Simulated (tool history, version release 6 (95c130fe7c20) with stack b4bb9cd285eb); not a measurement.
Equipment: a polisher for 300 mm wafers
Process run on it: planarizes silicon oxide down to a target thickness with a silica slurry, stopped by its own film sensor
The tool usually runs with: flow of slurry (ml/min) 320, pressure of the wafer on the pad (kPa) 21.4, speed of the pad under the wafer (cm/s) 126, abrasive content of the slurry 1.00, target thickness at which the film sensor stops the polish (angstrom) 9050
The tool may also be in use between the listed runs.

run,day,flow of slurry (ml/min),pressure of the wafer on the pad (kPa),speed of the pad under the wafer (cm/s),abrasive content of the slurry,target thickness at which the film sensor stops the polish (angstrom),wafers since the last listed run,wafers polished on this pad,hours since the slurry nozzle was cleaned,hours since the head pressure was calibrated,hours since the slurry blender was calibrated,hours since the conditioning disc was replaced,"incoming thickness of the incoming film, nm",time until the film sensor stopped the polish (s)
1,0.000,345,21.4,146,1.00,9050,0,75,415.9,85.3,107.0,235.6,1133.3,94.2
# day 0.425: conditioning disc replaced and pad reconditioned
2,1.921,345,21.4,146,1.00,9050,411,486,462.0,131.4,153.1,35.9,1108.5,83.7
3,4.296,320,21.4,126,1.00,9050,531,1018,519.0,188.4,210.1,92.9,1118.6,98.9
4,6.075,320,21.4,126,1.00,9050,398,1416,561.7,231.1,252.8,135.6,1095.0,83.0
# day 6.521: slurry blender recalibrated
5,7.704,320,21.4,126,1.00,9050,346,1762,600.8,270.2,28.4,174.7,1127.0,100.8
# day 7.908: worn pad replaced by a new one
# day 8.846: slurry nozzle cleaned
# day 9.329: conditioning disc replaced and pad reconditioned
6,10.338,355,21.4,126,1.25,9050,524,516,35.8,333.4,91.6,24.2,1114.9,81.8
7,12.950,320,21.4,126,1.00,9050,584,1101,98.5,396.1,154.3,86.9,1115.0,96.4
8,14.362,320,21.4,126,1.00,9050,316,1417,132.4,430.0,188.2,120.8,1091.6,84.9
# day 16.396: worn pad replaced by a new one
9,17.025,320,21.4,126,1.00,9050,558,141,196.3,493.9,252.1,184.7,1121.3,98.9
# day 17.546: conditioning disc replaced and pad reconditioned
# day 18.288: slurry blender recalibrated
10,21.529,265,21.4,126,1.00,9480,971,1112,304.4,602.0,77.8,95.6,1097.6,69.0
# day 23.179: head pressure recalibrated
11,23.333,265,21.4,126,1.00,9480,385,1497,347.7,3.7,121.1,138.9,1123.9,82.6
12,24.446,320,24.8,126,1.00,9050,249,1746,374.4,30.4,147.8,165.6,1106.5,78.8
# day 25.333: conditioning disc replaced and pad reconditioned
13,25.488,415,16.5,126,0.85,9650,214,1961,399.4,55.4,172.8,3.7,1105.7,91.7
# day 26.550: worn pad replaced by a new one
14,27.338,320,21.4,126,1.00,8730,376,175,443.8,99.8,217.2,48.1,1123.6,113.0
15,28.675,225,21.4,96,0.90,9710,299,475,475.9,131.9,249.3,80.2,1111.4,82.2
# day 29.738: slurry blender recalibrated
16,30.062,320,23.4,126,1.00,9050,291,767,509.2,165.2,7.8,113.5,1111.7,87.0
# day 31.083: slurry nozzle cleaned
17,32.288,360,17.9,126,1.00,9520,488,1256,28.9,218.6,61.2,166.9,1093.8,75.3
# day 33.688: conditioning disc replaced and pad reconditioned
18,34.225,320,21.4,126,1.20,9340,415,1671,75.4,265.1,107.7,12.9,1107.5,69.9
# day 36.200: worn pad replaced by a new one
19,36.529,320,21.4,160,1.00,9380,478,73,130.7,320.4,163.0,68.2,1125.0,72.3
20,39.012,320,24.8,126,1.00,9050,555,629,190.3,380.0,222.6,127.8,1130.9,88.4
21,41.071,320,21.4,126,1.00,9050,460,1090,239.7,429.4,272.0,177.2,1114.5,93.9
# day 41.400: slurry blender recalibrated
# day 42.479: conditioning disc replaced and pad reconditioned
22,43.092,320,17.9,126,1.30,9050,415,1505,288.2,477.9,40.6,14.7,1101.0,90.6
23,44.921,270,18.6,126,1.10,9050,409,1915,332.1,521.8,84.5,58.6,1109.2,101.2

List, for all runs, the conditions of the tool that the log does not record:
removal rate lost through wear of the pad, %: 0 on each run
slurry flow missing at the pad, %: 0 on each run
deviation of the head's pressure from its setpoint, %: 0 on each run
abrasive missing from the slurry, %: 0 on each run
time polished since the conditioner stopped cutting, s: 0 on each run
